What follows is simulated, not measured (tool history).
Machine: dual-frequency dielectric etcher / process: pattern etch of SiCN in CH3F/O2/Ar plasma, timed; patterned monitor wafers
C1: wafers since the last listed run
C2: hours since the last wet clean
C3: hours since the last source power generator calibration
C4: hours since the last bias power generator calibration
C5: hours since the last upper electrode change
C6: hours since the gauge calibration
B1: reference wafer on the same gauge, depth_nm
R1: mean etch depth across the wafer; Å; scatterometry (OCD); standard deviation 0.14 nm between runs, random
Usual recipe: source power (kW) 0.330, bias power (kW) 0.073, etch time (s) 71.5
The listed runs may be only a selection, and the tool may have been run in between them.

run 1 day=0.000 | source_power_(kW)=0.330 bias_power_(kW)=0.073 etch_time_(s)=71.5 | C1=0 C2=186.6 C3=1877.4 C4=3845.5 C5=46.8 C6=80.1 | B1=26.10 | R1=228.6
run 2 day=0.833 | source_power_(kW)=0.330 bias_power_(kW)=0.073 etch_time_(s)=71.5 | C1=186 C2=206.6 C3=1897.4 C4=3865.5 C5=66.8 C6=100.1 | B1=26.14 | R1=228.6
run 3 day=2.021 | source_power_(kW)=0.330 bias_power_(kW)=0.073 etch_time_(s)=71.5 | C1=266 C2=235.1 C3=1925.9 C4=3894.0 C5=95.3 C6=128.6 | B1=26.11 | R1=230.8
run 4 day=2.971 | source_power_(kW)=0.330 bias_power_(kW)=0.078 etch_time_(s)=64.0 | C1=212 C2=257.9 C3=1948.7 C4=3916.8 C5=118.1 C6=151.4 | B1=26.11 | R1=208.8
run 5 day=4.258 | source_power_(kW)=0.330 bias_power_(kW)=0.078 etch_time_(s)=64.0 | C1=288 C2=288.8 C3=1979.6 C4=3947.7 C5=149.0 C6=182.3 | B1=26.09 | R1=208.5
-- day=5.708 wet clean of the chamber
run 6 day=5.729 | source_power_(kW)=0.330 bias_power_(kW)=0.078 etch_time_(s)=64.0 | C1=105 C2=0.5 C3=2014.9 C4=3983.0 C5=184.3 C6=217.6 | B1=26.13 | R1=218.0
run 7 day=6.662 | source_power_(kW)=0.330 bias_power_(kW)=0.073 etch_time_(s)=71.5 | C1=209 C2=22.9 C3=2037.3 C4=4005.4 C5=206.7 C6=240.0 | B1=26.12 | R1=235.0
-- day=7.579 source power generator calibrated
run 8 day=7.683 | source_power_(kW)=0.400 bias_power_(kW)=0.073 etch_time_(s)=58.5 | C1=191 C2=47.4 C3=2.5 C4=4029.9 C5=231.2 C6=264.5 | B1=26.12 | R1=204.7
run 9 day=8.354 | source_power_(kW)=0.330 bias_power_(kW)=0.073 etch_time_(s)=71.5 | C1=150 C2=63.5 C3=18.6 C4=4046.0 C5=247.3 C6=280.6 | B1=26.10 | R1=234.8
run 10 day=9.029 | source_power_(kW)=0.330 bias_power_(kW)=0.083 etch_time_(s)=82.0 | C1=151 C2=79.7 C3=34.8 C4=4062.2 C5=263.5 C6=296.8 | B1=26.11 | R1=285.6
run 11 day=9.983 | source_power_(kW)=0.330 bias_power_(kW)=0.073 etch_time_(s)=71.5 | C1=213 C2=102.6 C3=57.7 C4=4085.1 C5=286.4 C6=319.7 | B1=26.09 | R1=233.9
run 12 day=11.233 | source_power_(kW)=0.370 bias_power_(kW)=0.067 etch_time_(s)=57.0 | C1=280 C2=132.6 C3=87.7 C4=4115.1 C5=316.4 C6=349.7 | B1=26.11 | R1=186.4
run 13 day=12.046 | source_power_(kW)=0.330 bias_power_(kW)=0.073 etch_time_(s)=71.5 | C1=182 C2=152.1 C3=107.2 C4=4134.6 C5=335.9 C6=369.2 | B1=26.09 | R1=231.5
-- day=12.417 bias power generator calibrated
run 14 day=15.658 | source_power_(kW)=0.300 bias_power_(kW)=0.083 etch_time_(s)=71.5 | C1=772 C2=238.8 C3=193.9 C4=77.8 C5=422.6 C6=455.9 | B1=26.08 | R1=236.1
run 15 day=16.742 | source_power_(kW)=0.330 bias_power_(kW)=0.073 etch_time_(s)=71.5 | C1=242 C2=264.8 C3=219.9 C4=103.8 C5=448.6 C6=481.9 | B1=26.12 | R1=228.7
run 16 day=18.200 | source_power_(kW)=0.400 bias_power_(kW)=0.080 etch_time_(s)=78.5 | C1=326 C2=299.8 C3=254.9 C4=138.8 C5=483.6 C6=516.9 | B1=26.12 | R1=278.8
-- day=19.458 wet clean of the chamber
run 17 day=19.988 | source_power_(kW)=0.330 bias_power_(kW)=0.073 etch_time_(s)=71.5 | C1=176 C2=12.7 C3=297.8 C4=181.7 C5=526.5 C6=559.8 | B1=26.12 | R1=237.5
run 18 day=20.562 | source_power_(kW)=0.400 bias_power_(kW)=0.062 etch_time_(s)=71.5 | C1=128 C2=26.5 C3=311.6 C4=195.5 C5=540.3 C6=573.6 | B1=26.11 | R1=235.8
run 19 day=21.096 | source_power_(kW)=0.270 bias_power_(kW)=0.073 etch_time_(s)=71.5 | C1=119 C2=39.3 C3=324.4 C4=208.3 C5=553.1 C6=586.4 | B1=26.07 | R1=219.7
run 20 day=22.254 | source_power_(kW)=0.330 bias_power_(kW)=0.073 etch_time_(s)=78.5 | C1=259 C2=67.1 C3=352.2 C4=236.1 C5=580.9 C6=614.2 | B1=26.11 | R1=257.3
run 21 day=22.992 | source_power_(kW)=0.270 bias_power_(kW)=0.067 etch_time_(s)=85.0 | C1=165 C2=84.8 C3=369.9 C4=253.8 C5=598.6 C6=631.9 | B1=26.09 | R1=249.2
run 22 day=23.662 | source_power_(kW)=0.410 bias_power_(kW)=0.078 etch_time_(s)=71.5 | C1=150 C2=100.9 C3=386.0 C4=269.9 C5=614.7 C6=648.0 | B1=26.08 | R1=259.1
run 23 day=26.333 | source_power_(kW)=0.330 bias_power_(kW)=0.073 etch_time_(s)=71.5 | C1=598 C2=165.0 C3=450.1 C4=334.0 C5=678.8 C6=712.1 | B1=26.10 | R1=230.9
run 24 day=27.704 | source_power_(kW)=0.330 bias_power_(kW)=0.081 etch_time_(s)=82.5 | C1=307 C2=197.9 C3=483.0 C4=366.9 C5=711.7 C6=745.0 | B1=26.11 | R1=279.2
run 25 day=28.417 | source_power_(kW)=0.310 bias_power_(kW)=0.073 etch_time_(s)=71.5 | C1=159 C2=215.0 C3=500.1 C4=384.0 C5=728.8 C6=762.1 | B1=26.09 | R1=225.8
run 26 day=29.792 | source_power_(kW)=0.390 bias_power_(kW)=0.078 etch_time_(s)=71.5 | C1=308 C2=248.0 C3=533.1 C4=417.0 C5=761.8 C6=795.1 | B1=26.08 | R1=252.8
run 27 day=30.525 | source_power_(kW)=0.260 bias_power_(kW)=0.078 etch_time_(s)=91.0 | C1=164 C2=265.6 C3=550.7 C4=434.6 C5=779.4 C6=812.7 | B1=26.08 | R1=278.0
run 28 day=31.121 | source_power_(kW)=0.330 bias_power_(kW)=0.073 etch_time_(s)=71.5 | C1=133 C2=279.9 C3=565.0 C4=448.9 C5=793.7 C6=827.0 | B1=26.09 | R1=228.2
run 29 day=32.229 | source_power_(kW)=0.330 bias_power_(kW)=0.085 etch_time_(s)=71.5 | C1=248 C2=306.5 C3=591.6 C4=475.5 C5=820.3 C6=853.6 | B1=26.14 | R1=246.3

For some of the steps in R1 from one run to the next: how much would appear even if the tool had no hidden state, given the settings, what came in and random variation, and how much remains for the hidden state plus any gauge scatter that the measured result and the result without hidden state don't share?
The tool's hidden condition here consists of: etch rate over this chamber's usual, %; source power that arrives over what is set, %; bias power that arrives over what is set, %; gauge reads high (%).
Run 5 -> 6: wet clean of the chamber. R1 +9.5 Å: hidden state +6.6, all else +2.9.
Run 10 -> 11: bias power (kW) 0.083 -> 0.073, etch time (s) 82.0 -> 71.5. R1 -51.7 Å: hidden state -0.2, all else -51.5.
Run 16 -> 17: source power (kW) 0.400 -> 0.330, bias power (kW) 0.080 -> 0.073, etch time (s) 78.5 -> 71.5, wet clean of the chamber. R1 -41.3 Å: hidden state +7.9, all else -49.2.
Run 24 -> 25: source power (kW) 0.330 -> 0.310, bias power (kW) 0.081 -> 0.073, etch time (s) 82.5 -> 71.5. R1 -53.4 Å: hidden state +0.5, all else -53.9.
